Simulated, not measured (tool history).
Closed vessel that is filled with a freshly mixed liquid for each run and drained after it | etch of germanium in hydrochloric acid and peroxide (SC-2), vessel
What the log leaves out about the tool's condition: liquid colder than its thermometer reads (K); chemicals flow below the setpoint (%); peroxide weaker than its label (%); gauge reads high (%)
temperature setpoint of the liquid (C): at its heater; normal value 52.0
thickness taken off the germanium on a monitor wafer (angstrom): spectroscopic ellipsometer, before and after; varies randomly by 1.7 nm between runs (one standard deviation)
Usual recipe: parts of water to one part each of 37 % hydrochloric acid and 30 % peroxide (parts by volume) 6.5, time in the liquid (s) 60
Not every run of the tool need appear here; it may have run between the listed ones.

run,hour,temperature setpoint of the liquid (C),parts of water to one part each of 37 % hydrochloric acid and 30 % peroxide (parts by volume),time in the liquid (s),wafers since the last listed run,hours since the thermometer was replaced,hours since the chemicals flow meter was replaced,hours since the drum of peroxide was connected,hours since the gauge calibration,"read-back film thickness of the germanium reference wafer, read on the same gauge (nm)",thickness taken off the germanium on a monitor wafer (angstrom)
1,0.0,52.0,6.5,60,0,1558.1,511.9,339.9,165.0,29.99,2416.4
2,17.5,52.0,6.5,60,1117,1575.6,529.4,357.4,182.5,30.04,2429.5
3,33.0,52.0,6.5,60,990,1591.1,544.9,372.9,198.0,30.00,2447.9
4,51.4,52.0,6.5,60,1175,1609.5,563.3,391.3,216.4,30.00,2431.1
5,84.7,52.0,6.5,60,2127,1642.8,596.6,424.6,249.7,29.98,2436.6
6,112.6,52.0,6.5,60,1782,1670.7,624.5,452.5,277.6,30.00,2438.4
7,142.6,52.0,6.5,60,1916,1700.7,654.5,482.5,307.6,30.00,2424.4
8,156.0,52.0,6.5,60,855,1714.1,667.9,495.9,321.0,29.97,2443.0
# hour 176.5: gauge calibrated
9,176.5,52.0,6.5,60,1309,1734.6,688.4,516.4,0.0,30.04,2433.1
# hour 177.8: thermometer replaced
10,211.8,52.0,6.5,60,2190,34.0,723.7,551.7,35.3,29.97,2424.2
11,240.5,52.0,6.5,60,1833,62.7,752.4,580.4,64.0,29.95,2435.5
# hour 270.8: chemicals flow meter replaced
12,272.5,52.0,6.5,60,1980,94.7,1.7,612.4,96.0,30.00,2450.4
13,306.1,52.0,6.5,60,2146,128.3,35.3,646.0,129.6,29.97,2426.2
14,334.8,43.0,6.5,30,1833,157.0,64.0,674.7,158.3,30.01,897.8
# hour 347.8: new drum of peroxide connected
15,360.7,60.5,8.5,50,1590,182.9,89.9,12.9,184.2,30.02,2622.0
16,377.7,52.0,4.5,30,1085,199.9,106.9,29.9,201.2,30.01,1246.6
17,399.9,58.0,8.5,60,1418,222.1,129.1,52.1,223.4,30.00,2900.7
18,431.4,45.5,4.0,60,2012,253.6,160.6,83.6,254.9,30.00,1997.8
19,475.7,52.0,6.5,90,2829,297.9,204.9,127.9,299.2,30.00,3682.8
# hour 496.0: gauge calibrated
20,502.4,43.5,5.5,60,1705,324.6,231.6,154.6,6.4,29.99,1860.9
21,517.0,52.0,6.5,60,932,339.2,246.2,169.2,21.0,29.99,2436.2
22,547.6,62.0,4.0,70,1954,369.8,276.8,199.8,51.6,30.02,3926.9

State the hidden condition of the tool at each of the runs:
liquid colder than its thermometer reads (K): 0, the same for each run
chemicals flow below the setpoint (%): 0, the same for each run
peroxide weaker than its label (%): 0, the same for each run
gauge reads high (%): 0, the same for each run
